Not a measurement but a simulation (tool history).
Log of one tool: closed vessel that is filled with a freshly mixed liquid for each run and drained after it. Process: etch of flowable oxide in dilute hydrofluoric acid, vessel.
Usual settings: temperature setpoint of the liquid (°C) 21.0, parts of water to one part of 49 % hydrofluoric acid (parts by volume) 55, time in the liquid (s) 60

run      day  temperature setpoint of the liquid (°C)  parts of water to one part of 49 % hydrofluoric acid (parts by volume)  time in the liquid (s)  wafers since the last listed run  hours since the thermometer was replaced  hours since the hydrofluoric acid flow meter was replaced  hours since the gauge calibration  read-back film thickness of the flowable oxide reference wafer, read on the same gauge (nm)  thickness taken off the flowable oxide on a monitor wafer (nm)
  1    0.000                                     21.0                                                                      55                      60                                 0                                      67.5                                                     1135.7                               46.1                                                                                        69.97                                                           41.16
       0.362  -- hydrofluoric acid flow meter replaced
  2    2.996                                     21.0                                                                      55                      60                              9384                                     139.4                                                       63.2                              118.0                                                                                        70.00                                                           40.93
  3    7.092                                     21.0                                                                      55                      60                             13011                                     237.7                                                      161.5                              216.3                                                                                        70.00                                                           42.17
  4   11.042                                     21.0                                                                      80                      90                             12548                                     332.5                                                      256.3                              311.1                                                                                        69.99                                                           41.81
  5   13.262                                     21.0                                                                      80                      90                              7055                                     385.8                                                      309.6                              364.4                                                                                        69.98                                                           41.91
  6   16.433                                     21.0                                                                      80                      90                             10072                                     461.9                                                      385.7                              440.5                                                                                        70.00                                                           41.93
  7   18.079                                     21.0                                                                      55                      60                              5228                                     501.4                                                      425.2                              480.0                                                                                        70.01                                                           42.72
      18.321  -- thermometer replaced, repeated, since the last time left the tool worse
  8   21.088                                     21.0                                                                      55                      60                              9424                                      66.4                                                      497.4                              552.2                                                                                        70.00                                                           36.96
  9   22.783                                     21.0                                                                      55                      60                              5387                                     107.1                                                      538.1                              592.9                                                                                        70.01                                                           37.52
 10   26.725                                     19.5                                                                      55                      45                             12521                                     201.7                                                      632.7                              687.5                                                                                        70.00                                                           26.27
 11   28.504                                     22.5                                                                      45                      70                              5651                                     244.4                                                      675.4                              730.2                                                                                        70.01                                                           57.61
 12   30.271                                     21.0                                                                      30                      60                              5612                                     286.8                                                      717.8                              772.6                                                                                        70.02                                                           72.16
 13   34.771                                     21.0                                                                      30                      60                             14295                                     394.8                                                      825.8                              880.6                                                                                        70.00                                                           72.27
 14   38.938                                     21.0                                                                      85                      45                             13236                                     494.8                                                      925.8                              980.6                                                                                        70.00                                                           17.76
      42.800  -- hydrofluoric acid flow meter replaced
 15   50.967                                     21.0                                                                      55                      35                             38081                                     783.5                                                      196.0                             1269.3                                                                                        70.00                                                           22.59
 16   53.567                                     21.0                                                                      55                      60                              8259                                     845.9                                                      258.4                             1331.7                                                                                        70.00                                                           39.09
 17   56.667                                     21.0                                                                      30                      90                              9847                                     920.3                                                      332.8                             1406.1                                                                                        70.00                                                          111.45
 18   59.746                                     18.5                                                                      30                      80                              9781                                     994.2                                                      406.7                             1480.0                                                                                        70.02                                                           88.87
 19   63.621                                     21.0                                                                      70                      60                             12309                                    1087.2                                                      499.7                             1573.0                                                                                        70.00                                                           29.98
      66.579  -- thermometer replaced
 20   67.112                                     21.0                                                                      55                      60                             10959                                      12.8                                                      583.5                             1656.8                                                                                        70.02                                                           37.18
 21   68.688                                     22.5                                                                      65                      70                              5003                                      50.6                                                      621.3                             1694.6                                                                                        70.01                                                           38.98
      72.383  -- gauge calibrated
 22   72.700                                     21.0                                                                      55                      60                             12746                                     146.9                                                      717.6                                7.6                                                                                        70.00                                                           37.82
 23   75.412                                     26.0                                                                      80                      60                              8616                                     212.0                                                      782.7                               72.7                                                                                        70.00                                                           30.67
 24   79.683                                     21.0                                                                      55                      60                             13567                                     314.5                                                      885.2                              175.2                                                                                        70.01                                                           38.17
 25   81.671                                     19.5                                                                      55                      30                              6313                                     362.2                                                      932.9                              222.9                                                                                        70.00                                                           17.80
 26   85.738                                     22.5                                                                      30                      85                             12918                                     459.8                                                     1030.5                              320.5                                                                                        70.00                                                          108.41
      89.804  -- hydrofluoric acid flow meter replaced
 27   89.825                                     17.0                                                                      65                      80                             12852                                     557.9                                                        0.5                              418.6                                                                                        70.00                                                           36.08
 28   93.650                                     17.0                                                                      35                      35                             12151                                     649.7                                                       92.3                              510.4                                                                                        69.99                                                           30.45
 29   95.921                                     21.0                                                                      55                      60                              7213                                     704.2                                                      146.8                              564.9                                                                                        70.00                                                           38.46
 30   97.725                                     25.0                                                                      30                      85                              5731                                     747.5                                                      190.1                              608.2                                                                                        69.99                                                          121.33
 31  101.700                                     17.0                                                                      55                      30                             12627                                     842.9                                                      285.5                              703.6                                                                                        69.98                                                           16.28
 32  104.521                                     21.0                                                                      55                      60                              8961                                     910.6                                                      353.2                              771.3                                                                                        70.01                                                           39.29
     107.342  -- thermometer replaced
 33  107.412                                     21.0                                                                      55                      60                              9053                                       1.7                                                      422.6                              840.7                                                                                        70.02                                                           37.11

What the log doesn't show, run by run:
hydrofluoric acid flow above the setpoint (%): 0 in every run
gauge reads high (%): 0 in every run
H1: liquid hotter than its thermometer reads (K)
run      H1
  1    2.72
  2    2.81
  3    2.93
  4    3.05
  5    3.11
  6    3.21
  7    3.26
  8   0.186
  9   0.236
 10   0.354
 11   0.407
 12   0.459
 13   0.593
 14   0.717
 15    1.08
 16    1.15
 17    1.25
 18    1.34
 19    1.45
 20   0.122
 21   0.169
 22   0.289
 23    0.37
 24   0.497
 25   0.556
 26   0.677
 27   0.799
 28   0.913
 29    0.98
 30    1.03
 31    1.15
 32    1.24
 33  0.0926
